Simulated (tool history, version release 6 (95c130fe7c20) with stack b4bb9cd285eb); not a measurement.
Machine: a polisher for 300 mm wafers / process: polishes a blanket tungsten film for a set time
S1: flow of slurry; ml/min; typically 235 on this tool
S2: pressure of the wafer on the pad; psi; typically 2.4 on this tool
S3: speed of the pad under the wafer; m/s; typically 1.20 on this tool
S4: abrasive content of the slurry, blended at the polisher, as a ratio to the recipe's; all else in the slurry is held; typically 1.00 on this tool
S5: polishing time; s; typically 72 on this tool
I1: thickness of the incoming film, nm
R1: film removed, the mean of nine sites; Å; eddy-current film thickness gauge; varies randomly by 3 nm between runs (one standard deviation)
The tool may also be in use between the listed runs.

run   hour   S1   S2    S3    S4  S5      I1    R1
  1    0.0  235  2.4  0.88  1.00  72  1226.0  1620
       8.5  -- worn pad replaced by a new one
  2   13.2  235  2.4  0.88  1.00  72  1254.2  1709
  3   33.3  235  2.4  0.88  1.00  72  1228.1  1629
      58.6  -- slurry tank refilled with fresh slurry and peroxide
  4   64.8  235  2.4  1.20  1.00  72  1220.9  2178
  5  117.3  235  2.4  1.20  1.00  72  1236.7  2195
     135.6  -- worn pad replaced by a new one
  6  141.1  235  2.4  1.44  1.00  72  1250.6  2475
     167.4  -- slurry tank refilled with fresh slurry and peroxide
  7  176.3  235  2.4  1.44  1.00  72  1219.5  2381
  8  209.2  235  2.4  1.44  1.00  72  1219.4  2326
  9  222.4  235  2.4  1.20  1.00  72  1230.0  1928
     227.5  -- slurry nozzle cleaned
 10  236.3  235  2.4  1.20  1.00  72  1228.3  1958
     247.2  -- worn pad replaced by a new one, repeated, since the last time left the tool worse
 11  261.7  235  2.4  1.20  1.00  72  1228.6  2315
     264.0  -- head pressure recalibrated
 12  281.1  235  2.0  1.20  0.85  72  1234.8  1837
 13  298.3  190  1.8  1.20  1.20  64  1225.2  1487
     304.2  -- slurry tank refilled with fresh slurry and peroxide
 14  325.5  235  2.0  1.20  1.00  72  1229.1  1857
 15  350.4  165  2.4  1.20  1.25  72  1223.7  2173
 16  368.4  165  2.7  1.38  1.30  72  1202.8  2844
     386.5  -- worn pad replaced by a new one
     393.0  -- slurry blender recalibrated
 17  396.3  235  2.7  1.20  1.00  72  1217.3  2510
 18  418.8  170  3.1  1.20  1.00  72  1239.3  2715
     439.2  -- slurry tank refilled with fresh slurry and peroxide
 19  445.2  235  2.4  1.54  1.00  72  1238.1  2813
 20  472.3  235  2.4  1.20  1.00  72  1208.4  2181
 21  495.6  160  2.4  1.48  1.25  53  1202.7  1966
     503.1  -- worn pad replaced by a new one
 22  511.0  190  2.4  1.20  0.70  72  1206.6  2074
 23  531.0  235  2.4  1.44  1.00  72  1209.8  2717
 24  548.8  160  2.0  1.20  1.00  60  1233.8  1441
 25  571.5  235  2.4  1.20  1.00  72  1221.1  2205

The tool's hidden state at each run:
slurry flow missing at the pad, %: 0, the same for each run
deviation of the head's pressure from its setpoint, %: 0, the same for each run
abrasive missing from the slurry, %: 0, the same for each run
peroxide lost from the slurry, %: 0, the same for each run
H1: removal rate lost through wear of the pad, %
run     H1
  1   6.22
  2  0.746
  3   2.84
  4   4.64
  5    5.8
  6   10.7
  7   13.7
  8     15
  9   15.3
 10   15.5
 11   2.07
 12   3.69
 13   4.61
 14   5.49
 15   5.92
 16    6.1
 17   2.12
 18   4.14
 19   5.48
 20    6.2
 21   6.55
 22   1.08
 23   3.01
 24   4.11
 25   4.98
